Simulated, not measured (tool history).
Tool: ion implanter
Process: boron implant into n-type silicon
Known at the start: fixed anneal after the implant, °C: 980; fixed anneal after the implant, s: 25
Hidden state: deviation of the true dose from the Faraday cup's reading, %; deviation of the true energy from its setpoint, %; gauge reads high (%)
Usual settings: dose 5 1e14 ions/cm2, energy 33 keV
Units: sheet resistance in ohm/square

run,hour,dose,energy,wafers since the last listed run,hours since the last dose calibration,hours since the extraction supply was calibrated,hours since the gauge calibration,"read-back reference wafer on the same gauge, sheet resistance",sheet resistance
1,0,5,25,0,1702.6,2354.7,346.7,235.01,228.96
2,30.8,5,33,437,1733.4,2385.5,377.5,235,224.11
3,51,5,33,286,1753.6,2405.7,397.7,235.11,222.39
4,109.6,5,33,831,1812.2,2464.3,456.3,235.2,223.7
5,138.7,5,33,412,1841.3,2493.4,485.4,235.06,224.09
6,154.8,5,27.5,228,1857.4,2509.5,501.5,235.09,227.42
7,180.2,4.01,27,360,1882.8,2534.9,526.9,234.81,269.13
8,222.4,4.01,27,598,1925,2577.1,569.1,234.93,267.61
9,237.4,4.01,27,212,1940,2592.1,584.1,235.08,269.31
# hour 252.3: Faraday cup replaced and dose calibrated
10,271.1,5.45,30,364,18.8,2625.8,617.8,235.23,206.24
11,287.6,5.45,30,234,35.3,2642.3,634.3,234.96,205.44
12,302.4,5.45,30,210,50.1,2657.1,649.1,235.03,204.33
13,324.6,5,26,315,72.3,2679.3,671.3,234.77,222.16
14,355.2,5,37.5,434,102.9,2709.9,701.9,235.09,216.92
15,386.1,5,37.5,438,133.8,2740.8,732.8,235,218.19
16,411,4.1,28.5,353,158.7,2765.7,757.7,235.14,259.69
17,424.4,5,42,190,172.1,2779.1,771.1,235.14,216.68
18,448.9,3.65,23.5,347,196.6,2803.6,795.6,234.94,289.77

The next listed run, before its measurement:
19,469.5,5.98,27.5,292,217.2,2824.2,816.2,?,?

{"run 19": {"read-back reference wafer on the same gauge, sheet resistance": 234.82, "sheet resistance": 193.91}}
Without the tool's hidden state the same run would have given sheet resistance 189.61 ohm/square.
